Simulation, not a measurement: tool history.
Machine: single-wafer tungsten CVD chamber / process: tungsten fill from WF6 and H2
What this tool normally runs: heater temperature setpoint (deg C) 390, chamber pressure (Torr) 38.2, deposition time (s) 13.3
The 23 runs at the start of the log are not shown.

| run | hour | heater temperature setpoint (deg C) | chamber pressure (Torr) | deposition time (s) | wafers since the last listed run | hours since the last thermocouple change | hours since the last manometer calibration | hours since the showerhead was replaced | hours since the gauge calibration | read-back reference wafer on the same gauge, thickness_nm | mean film thickness on the monitor wafer (nm) |
|---|---|---|---|---|---|---|---|---|---|---|---|
| 24 | 511.5 | 385 | 30.5 | 14 | 1021 | 1730.1 | 83.9 | 4042 | 448 | 42.596 | 33.08 |
|  | 543.3 | showerhead replaced |
| 25 | 546.9 | 390 | 46.4 | 13.3 | 788 | 1765.5 | 119.3 | 3.6 | 483.4 | 42.62 | 42.703 |
|  | 553.2 | gauge calibrated |
| 26 | 560.8 | 390 | 38.2 | 13.3 | 399 | 1779.4 | 133.2 | 17.5 | 7.6 | 42.617 | 38.741 |
| 27 | 582.9 | 397 | 43.7 | 13.3 | 635 | 1801.5 | 155.3 | 39.6 | 29.7 | 42.599 | 46.602 |
|  | 620.1 | thermocouple changed; heater temperature recalibrated |
| 28 | 624.8 | 401 | 46 | 11.8 | 975 | 4.7 | 197.2 | 81.5 | 71.6 | 42.608 | 45.447 |
| 29 | 721.3 | 390 | 38.2 | 13.3 | 2776 | 101.2 | 293.7 | 178 | 168.1 | 42.615 | 38.346 |
| 30 | 743.6 | 378 | 35.2 | 13.3 | 641 | 123.5 | 316 | 200.3 | 190.4 | 42.613 | 29.399 |
| 31 | 775.2 | 396 | 30.8 | 14.1 | 909 | 155.1 | 347.6 | 231.9 | 222 | 42.604 | 40.151 |
| 32 | 799.8 | 398 | 38.2 | 13.3 | 707 | 179.7 | 372.2 | 256.5 | 246.6 | 42.593 | 44.029 |
| 33 | 817.7 | 400 | 45.5 | 12.4 | 515 | 197.6 | 390.1 | 274.4 | 264.5 | 42.58 | 46.457 |
| 34 | 830.7 | 390 | 32.1 | 13.3 | 374 | 210.6 | 403.1 | 287.4 | 277.5 | 42.604 | 34.83 |
| 35 | 862.3 | 396 | 40.6 | 13.3 | 909 | 242.2 | 434.7 | 319 | 309.1 | 42.589 | 43.949 |

What if the next run were any one of these 3? Each begins from the tool's condition after run 35:
| A | 862.7 | 390 | 38.2 | 13.3 | 11 | 242.6 | 435.1 | 319.4 | 309.5 | ? | ? |
| B | 862.7 | 380 | 38.2 | 13.3 | 11 | 242.6 | 435.1 | 319.4 | 309.5 | ? | ? |
| C | 862.7 | 376 | 38.2 | 13.3 | 11 | 242.6 | 435.1 | 319.4 | 309.5 | ? | ? |

| run | read-back reference wafer on the same gauge, thickness_nm | mean film thickness on the monitor wafer (nm) |
|---|---|---|
| A | 42.612 | 38.257 |
| B | 42.612 | 31.909 |
| C | 42.612 | 29.611 |
Without the tool's hidden state the same runs would have given:
| run | mean film thickness on the monitor wafer (nm) |
|---|---|
| A | 38.884 |
| B | 32.432 |
| C | 30.096 |

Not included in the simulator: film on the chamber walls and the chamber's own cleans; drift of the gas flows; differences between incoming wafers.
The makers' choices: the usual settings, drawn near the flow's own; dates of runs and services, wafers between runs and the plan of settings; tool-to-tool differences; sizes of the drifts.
